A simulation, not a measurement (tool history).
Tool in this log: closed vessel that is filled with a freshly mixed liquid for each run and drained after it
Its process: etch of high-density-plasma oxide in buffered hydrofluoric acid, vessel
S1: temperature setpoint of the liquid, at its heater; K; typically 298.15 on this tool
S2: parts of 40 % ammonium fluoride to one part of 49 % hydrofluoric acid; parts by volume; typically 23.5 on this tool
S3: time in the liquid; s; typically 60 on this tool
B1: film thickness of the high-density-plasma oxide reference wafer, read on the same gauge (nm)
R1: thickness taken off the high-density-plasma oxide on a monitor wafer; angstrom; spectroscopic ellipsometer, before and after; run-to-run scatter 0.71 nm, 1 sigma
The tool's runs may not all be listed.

Run 1, hour 0: usual settings; B1 70. Result: R1 839.4 angstrom.
Run 2, hour 307.9: usual settings; B1 70. Result: R1 867.3 angstrom.
Run 3, hour 392.4: usual settings; B1 70. Result: R1 845.4 angstrom.
Run 4, hour 484.9: usual settings; B1 70. Result: R1 879.9 angstrom.
Run 5, hour 543.7: usual settings; B1 70.02. Result: R1 856.9 angstrom.
Run 6, hour 624.1: usual settings but S3 40 s; B1 69.99. Result: R1 580.8 angstrom.
Run 7, hour 680.9: usual settings but S3 40 s; B1 69.97. Result: R1 584.9 angstrom.
Run 8, hour 728.5: usual settings but S3 40 s; B1 70.01. Result: R1 574.7 angstrom.
At hour 798: hydrofluoric acid flow meter replaced.
Run 9, hour 813.2: usual settings; B1 69.99. Result: R1 789.8 angstrom.
Run 10, hour 872.4: usual settings; B1 69.99. Result: R1 812.6 angstrom.
Run 11, hour 971.6: usual settings but S1 301.65 K, S2 28 parts by volume; B1 70. Result: R1 856.4 angstrom.
Run 12, hour 1027.2: usual settings but S2 17 parts by volume, S3 45 s; B1 70. Result: R1 799.4 angstrom.
Run 13, hour 1131.8: usual settings but S1 295.15 K, S2 30 parts by volume; B1 69.99. Result: R1 567.3 angstrom.
Run 14, hour 1168.9: usual settings but S1 302.15 K, S2 15 parts by volume, S3 80 s; B1 70.01. Result: R1 1991.3 angstrom.
Run 15, hour 1243.3: usual settings but S1 293.65 K, S2 29 parts by volume, S3 80 s; B1 69.99. Result: R1 731 angstrom.
Run 16, hour 1305.1: usual settings but S1 293.65 K, S2 29 parts by volume; B1 70. Result: R1 548.5 angstrom.
Run 17, hour 1378.9: usual settings but S1 300.65 K, S2 26.5 parts by volume, S3 70 s; B1 70.01. Result: R1 1012 angstrom.
Run 18, hour 1443.4: usual settings; B1 70.01. Result: R1 809.7 angstrom.
At hour 1519.1: thermometer replaced.
Run 19, hour 1531.5: usual settings but S1 294.65 K, S3 90 s; B1 69.99. Result: R1 1027 angstrom.
Run 20, hour 1824: usual settings but S1 296.65 K, S2 20 parts by volume, S3 50 s; B1 70. Result: R1 740.1 angstrom.
Run 21, hour 1928.4: usual settings; B1 69.99. Result: R1 839 angstrom.
At hour 1967.5: gauge calibrated.
Run 22, hour 2030.4: usual settings but S1 294.15 K, S3 80 s; B1 70.03. Result: R1 889.2 angstrom.
At hour 2081: hydrofluoric acid flow meter replaced.
Run 23, hour 2110.2: usual settings but S2 30 parts by volume, S3 90 s; B1 70. Result: R1 1006.5 angstrom.
Run 24, hour 2176.6: usual settings but S1 293.15 K, S2 30 parts by volume; B1 70.01. Result: R1 503.7 angstrom.
Run 25, hour 2245.2: usual settings; B1 69.99. Result: R1 800.6 angstrom.
Run 26, hour 2328.6: usual settings but S1 295.15 K; B1 69.99. Result: R1 702.2 angstrom.
Run 27, hour 2390.8: usual settings but S2 30 parts by volume; B1 69.99. Result: R1 673.3 angstrom.
Run 28, hour 2437.7: usual settings but S1 300.15 K, S2 21 parts by volume, S3 85 s; B1 70. Result: R1 1390.6 angstrom.
Run 29, hour 2536.4: usual settings; B1 70. Result: R1 819.5 angstrom.
Run 30, hour 2634.3: usual settings but S1 299.65 K, S2 27.5 parts by volume, S3 30 s; B1 69.99. Result: R1 405.2 angstrom.
Run 31, hour 2677.4: usual settings but S2 17 parts by volume; B1 70.02. Result: R1 1091.7 angstrom.
Run 32, hour 2713.5: usual settings; B1 70. Result: R1 845.7 angstrom.

Predict each of these 3 candidate next runs independently; none follows another, all start after run 32:
Run A, hour 2714.2: usual settings; B1 ?. Result: R1 ?.
Run B, hour 2714.2: usual settings but S2 15 parts by volume, S3 70 s; B1 ?. Result: R1 ?.
Run C, hour 2714.2: usual settings but S3 45 s; B1 ?. Result: R1 ?.

run     B1      R1
  A  70.01   829.4
  B  70.01  1461.7
  C  70.01     622
With no hidden state in the tool, these same runs would have given:
run      R1
  A   794.4
  B  1374.4
  C   595.8
